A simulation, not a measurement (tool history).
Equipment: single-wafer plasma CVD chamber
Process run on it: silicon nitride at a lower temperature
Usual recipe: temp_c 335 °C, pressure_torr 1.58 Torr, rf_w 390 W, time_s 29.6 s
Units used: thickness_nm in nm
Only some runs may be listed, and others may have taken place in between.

run	hour	temp_c	pressure_torr	rf_w	time_s	wafers since the last listed run	hours since the last thermocouple change	hours since the last RF generator calibration	hours since the last manometer calibration	hours since the showerhead was replaced	hours since the gauge calibration	read-back reference wafer on the same gauge, thickness_nm	thickness_nm
1	0.0	335	1.58	390	29.6	0	1760.0	18.8	3092.3	6.5	31.6	42.496	39.044
2	7.6	335	1.58	390	29.6	120	1767.6	26.4	3099.9	14.1	39.2	42.505	39.288
# hour 18.0: thermocouple changed; heater temperature recalibrated
3	18.5	335	1.58	390	29.6	45	0.5	37.3	3110.8	25.0	50.1	42.502	38.893
# hour 27.5: capacitance manometer re-zeroed and calibrated
4	29.2	335	1.58	390	29.6	42	11.2	48.0	1.7	35.7	60.8	42.505	39.080
5	46.8	335	1.74	390	29.6	278	28.8	65.6	19.3	53.3	78.4	42.490	39.881
6	60.4	335	1.58	390	26.9	215	42.4	79.2	32.9	66.9	92.0	42.498	35.334
7	72.5	335	1.58	390	29.6	191	54.5	91.3	45.0	79.0	104.1	42.493	38.699
8	84.5	335	1.73	320	29.6	189	66.5	103.3	57.0	91.0	116.1	42.483	35.888
9	91.5	335	1.58	390	35.5	110	73.5	110.3	64.0	98.0	123.1	42.504	46.319
10	104.2	335	1.58	390	29.6	201	86.2	123.0	76.7	110.7	135.8	42.522	38.474
11	118.5	335	1.58	335	24.7	226	100.5	137.3	91.0	125.0	150.1	42.497	29.806
12	134.0	335	1.58	390	29.6	245	116.0	152.8	106.5	140.5	165.6	42.492	38.366
13	145.7	342	1.58	390	29.6	185	127.7	164.5	118.2	152.2	177.3	42.528	38.376
14	155.1	335	1.58	390	29.6	148	137.1	173.9	127.6	161.6	186.7	42.515	38.471
15	168.1	341	1.58	390	34.2	205	150.1	186.9	140.6	174.6	199.7	42.529	44.222
16	177.7	335	1.58	390	32.1	151	159.7	196.5	150.2	184.2	209.3	42.518	41.603
17	194.5	323	1.58	315	29.6	265	176.5	213.3	167.0	201.0	226.1	42.508	34.482
18	221.1	335	1.73	320	29.6	421	203.1	239.9	193.6	227.6	252.7	42.498	35.211
19	231.8	335	1.58	390	29.6	169	213.8	250.6	204.3	238.3	263.4	42.512	38.257
20	250.8	335	1.94	390	29.6	300	232.8	269.6	223.3	257.3	282.4	42.496	40.280
21	257.7	335	1.58	390	29.6	109	239.7	276.5	230.2	264.2	289.3	42.501	38.104
22	265.4	327	1.58	390	29.6	121	247.4	284.2	237.9	271.9	297.0	42.487	38.180
23	280.1	327	1.42	465	26.7	232	262.1	298.9	252.6	286.6	311.7	42.503	36.720
24	296.9	340	1.81	390	29.6	265	278.9	315.7	269.4	303.4	328.5	42.517	39.570
25	307.2	350	1.71	345	24.6	163	289.2	326.0	279.7	313.7	338.8	42.507	30.077
26	315.8	335	1.84	390	29.6	136	297.8	334.6	288.3	322.3	347.4	42.497	39.765
27	326.6	345	1.84	365	27.2	170	308.6	345.4	299.1	333.1	358.2	42.497	35.053
28	333.9	335	1.58	445	23.9	115	315.9	352.7	306.4	340.4	365.5	42.498	32.905
29	349.0	335	1.20	390	29.6	239	331.0	367.8	321.5	355.5	380.6	42.513	35.035

Consider 4 possible next runs. They are alternatives, not a sequence: every one starts from the tool as it was left by run 29. What does each give?
A	349.4	335	1.58	390	29.6	6	331.4	368.2	321.9	355.9	381.0	?	?
B	349.4	321	1.58	425	29.6	6	331.4	368.2	321.9	355.9	381.0	?	?
C	349.4	320	1.58	445	35.2	6	331.4	368.2	321.9	355.9	381.0	?	?
D	349.4	335	1.58	340	29.6	6	331.4	368.2	321.9	355.9	381.0	?	?

run	read-back reference wafer on the same gauge, thickness_nm	thickness_nm
A	42.495	37.963
B	42.495	39.969
C	42.495	48.664
D	42.495	35.283
What these runs would have given with no unlogged condition in the tool:
run	thickness_nm
A	39.288
B	41.273
C	50.251
D	36.515

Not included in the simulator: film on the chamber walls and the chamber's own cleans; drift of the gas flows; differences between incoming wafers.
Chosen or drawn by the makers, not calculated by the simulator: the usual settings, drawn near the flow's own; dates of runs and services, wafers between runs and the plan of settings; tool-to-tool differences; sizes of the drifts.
